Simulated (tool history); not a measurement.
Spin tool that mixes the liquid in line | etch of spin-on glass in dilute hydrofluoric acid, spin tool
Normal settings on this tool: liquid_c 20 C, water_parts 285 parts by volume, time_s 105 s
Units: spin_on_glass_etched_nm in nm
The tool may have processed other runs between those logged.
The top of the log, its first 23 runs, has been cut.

| run | day | liquid_c | water_parts | time_s | read-back film thickness of the spin-on glass reference wafer, read on the same gauge (nm) | spin_on_glass_etched_nm |
|---|---|---|---|---|---|---|
| 24 | 51.783 | 18 | 285 | 55 | 109.98 | 9.71 |
| 25 | 54.05 | 17 | 285 | 140 | 109.99 | 23.67 |
| 26 | 56.133 | 22.5 | 190 | 125 | 109.98 | 42.95 |
| 27 | 57.25 | 20 | 285 | 125 | 110.05 | 23.95 |
| 28 | 60.183 | 20 | 285 | 105 | 109.97 | 20.14 |
| 29 | 62.362 | 20 | 365 | 105 | 110 | 14.85 |
| 30 | 63.725 | 20 | 285 | 85 | 110.03 | 16.53 |
| 31 | 64.862 | 20 | 180 | 105 | 110 | 35.82 |
| 32 | 67.267 | 24.5 | 285 | 105 | 110.05 | 24.29 |
| 33 | 68.9 | 17.5 | 395 | 135 | 110 | 15.93 |

Consider 4 possible next runs. They are alternatives, not a sequence: every one starts from the tool as it was left by run 33. What does each give?
| A | 68.917 | 20 | 285 | 105 | ? | ? |
| B | 68.917 | 22 | 395 | 105 | ? | ? |
| C | 68.917 | 22 | 240 | 140 | ? | ? |
| D | 68.917 | 20 | 285 | 55 | ? | ? |

| run | read-back film thickness of the spin-on glass reference wafer, read on the same gauge (nm) | spin_on_glass_etched_nm |
|---|---|---|
| A | 109.98 | 20.58 |
| B | 109.98 | 14.54 |
| C | 109.98 | 36.56 |
| D | 109.98 | 10.78 |
Without the tool's unlogged condition, the same runs would have read:
| run | spin_on_glass_etched_nm |
|---|---|
| A | 19.76 |
| B | 13.88 |
| C | 35.13 |
| D | 10.35 |
